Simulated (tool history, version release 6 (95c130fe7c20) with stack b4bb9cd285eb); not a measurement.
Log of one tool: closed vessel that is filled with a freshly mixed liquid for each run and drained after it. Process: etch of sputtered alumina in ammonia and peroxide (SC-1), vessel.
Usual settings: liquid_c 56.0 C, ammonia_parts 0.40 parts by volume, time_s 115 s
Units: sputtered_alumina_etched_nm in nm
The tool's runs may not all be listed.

| run | day | liquid_c | ammonia_parts | time_s | wafers since the last listed run | hours since the thermometer was replaced | hours since the ammonia flow meter was replaced | hours since the drum of ammonia solution was connected | hours since the gauge calibration | read-back film thickness of the sputtered alumina reference wafer, read on the same gauge (nm) | sputtered_alumina_etched_nm |
|---|---|---|---|---|---|---|---|---|---|---|---|
| 1 | 0.000 | 56.0 | 0.55 | 165 | 0 | 64.9 | 343.2 | 162.1 | 710.6 | 80.00 | 17.39 |
| 2 | 3.171 | 56.0 | 0.55 | 165 | 5652 | 141.0 | 419.3 | 238.2 | 786.7 | 80.04 | 17.41 |
| 3 | 6.179 | 56.0 | 0.55 | 165 | 5362 | 213.2 | 491.5 | 310.4 | 858.9 | 79.98 | 17.22 |
| 4 | 8.662 | 56.0 | 0.40 | 115 | 4426 | 272.8 | 551.1 | 370.0 | 918.5 | 80.03 | 11.57 |
| 5 | 19.421 | 56.0 | 0.40 | 115 | 19176 | 531.0 | 809.3 | 628.2 | 1176.7 | 80.02 | 11.63 |
| 6 | 22.975 | 56.0 | 0.40 | 115 | 6335 | 616.3 | 894.6 | 713.5 | 1262.0 | 79.99 | 11.39 |
|  | 25.975 | ammonia flow meter replaced |
| 7 | 26.112 | 56.0 | 0.40 | 115 | 5518 | 691.6 | 3.3 | 788.8 | 1337.3 | 79.98 | 11.42 |
|  | 26.367 | new drum of ammonia solution connected |
| 8 | 29.667 | 56.0 | 0.40 | 115 | 6261 | 776.9 | 88.6 | 79.2 | 1422.6 | 79.98 | 11.33 |
| 9 | 34.029 | 56.0 | 0.60 | 115 | 7776 | 881.6 | 193.3 | 183.9 | 1527.3 | 80.03 | 11.87 |
| 10 | 36.892 | 62.0 | 0.40 | 115 | 5102 | 950.3 | 262.0 | 252.6 | 1596.0 | 79.98 | 15.29 |
| 11 | 39.129 | 52.5 | 0.40 | 115 | 3988 | 1004.0 | 315.7 | 306.3 | 1649.7 | 79.99 | 9.33 |
| 12 | 42.083 | 48.0 | 0.45 | 140 | 5265 | 1074.9 | 386.6 | 377.2 | 1720.6 | 80.01 | 8.89 |
| 13 | 43.858 | 48.0 | 0.25 | 85 | 3163 | 1117.5 | 429.2 | 419.8 | 1763.2 | 79.99 | 5.02 |
| 14 | 47.642 | 56.0 | 0.40 | 115 | 6743 | 1208.3 | 520.0 | 510.6 | 1854.0 | 80.00 | 11.18 |
| 15 | 49.396 | 56.0 | 0.40 | 115 | 3126 | 1250.4 | 562.1 | 552.7 | 1896.1 | 79.99 | 10.97 |
| 16 | 51.833 | 62.5 | 0.40 | 115 | 4344 | 1308.9 | 620.6 | 611.2 | 1954.6 | 80.00 | 15.77 |
|  | 52.138 | thermometer replaced |
| 17 | 56.308 | 56.0 | 0.40 | 115 | 7902 | 100.1 | 728.0 | 718.6 | 2062.0 | 79.99 | 11.75 |
| 18 | 60.800 | 60.5 | 0.40 | 115 | 8006 | 207.9 | 835.8 | 826.4 | 2169.8 | 79.97 | 14.76 |
|  | 61.296 | new drum of ammonia solution connected |
| 19 | 64.767 | 56.0 | 0.40 | 115 | 6996 | 303.1 | 931.0 | 83.3 | 2265.0 | 79.98 | 11.57 |
|  | 65.167 | ammonia flow meter replaced |
|  | 66.150 | gauge calibrated |
| 20 | 78.238 | 62.0 | 0.60 | 95 | 23937 | 626.4 | 313.7 | 406.6 | 290.1 | 79.97 | 13.43 |
| 21 | 81.950 | 60.5 | 0.20 | 115 | 6617 | 715.5 | 402.8 | 495.7 | 379.2 | 79.99 | 13.36 |
| 22 | 83.958 | 53.0 | 0.40 | 115 | 3579 | 763.7 | 451.0 | 543.9 | 427.4 | 80.01 | 9.71 |
| 23 | 87.508 | 47.5 | 0.40 | 150 | 6327 | 848.9 | 536.2 | 629.1 | 512.6 | 80.01 | 9.32 |
| 24 | 91.279 | 60.5 | 0.30 | 60 | 6721 | 939.4 | 626.7 | 719.6 | 603.1 | 79.97 | 7.28 |
| 25 | 94.142 | 56.0 | 0.50 | 115 | 5102 | 1008.1 | 695.4 | 788.3 | 671.8 | 80.02 | 11.56 |
| 26 | 96.358 | 56.0 | 0.40 | 115 | 3951 | 1061.3 | 748.6 | 841.5 | 725.0 | 80.00 | 11.28 |
| 27 | 98.838 | 56.0 | 0.40 | 145 | 4419 | 1120.8 | 808.1 | 901.0 | 784.5 | 79.98 | 13.94 |
|  | 100.708 | new drum of ammonia solution connected |
| 28 | 101.346 | 59.5 | 0.30 | 165 | 4396 | 1181.0 | 868.3 | 15.3 | 844.7 | 79.99 | 18.93 |

4 ways to go on from here, each from the tool as it stands after run 28. What would each give?
| A | 101.375 | 61.5 | 0.40 | 115 | 51 | 1181.7 | 869.0 | 16.0 | 845.4 | ? | ? |
| B | 101.375 | 56.0 | 0.50 | 165 | 51 | 1181.7 | 869.0 | 16.0 | 845.4 | ? | ? |
| C | 101.375 | 56.0 | 0.35 | 115 | 51 | 1181.7 | 869.0 | 16.0 | 845.4 | ? | ? |
| D | 101.375 | 50.5 | 0.25 | 60 | 51 | 1181.7 | 869.0 | 16.0 | 845.4 | ? | ? |

| run | read-back film thickness of the sputtered alumina reference wafer, read on the same gauge (nm) | sputtered_alumina_etched_nm |
|---|---|---|
| A | 79.98 | 15.03 |
| B | 79.98 | 16.54 |
| C | 79.98 | 11.14 |
| D | 79.98 | 4.18 |
Without the tool's hidden state the same runs would have given:
| run | sputtered_alumina_etched_nm |
|---|---|
| A | 15.83 |
| B | 17.45 |
| C | 11.76 |
| D | 4.42 |
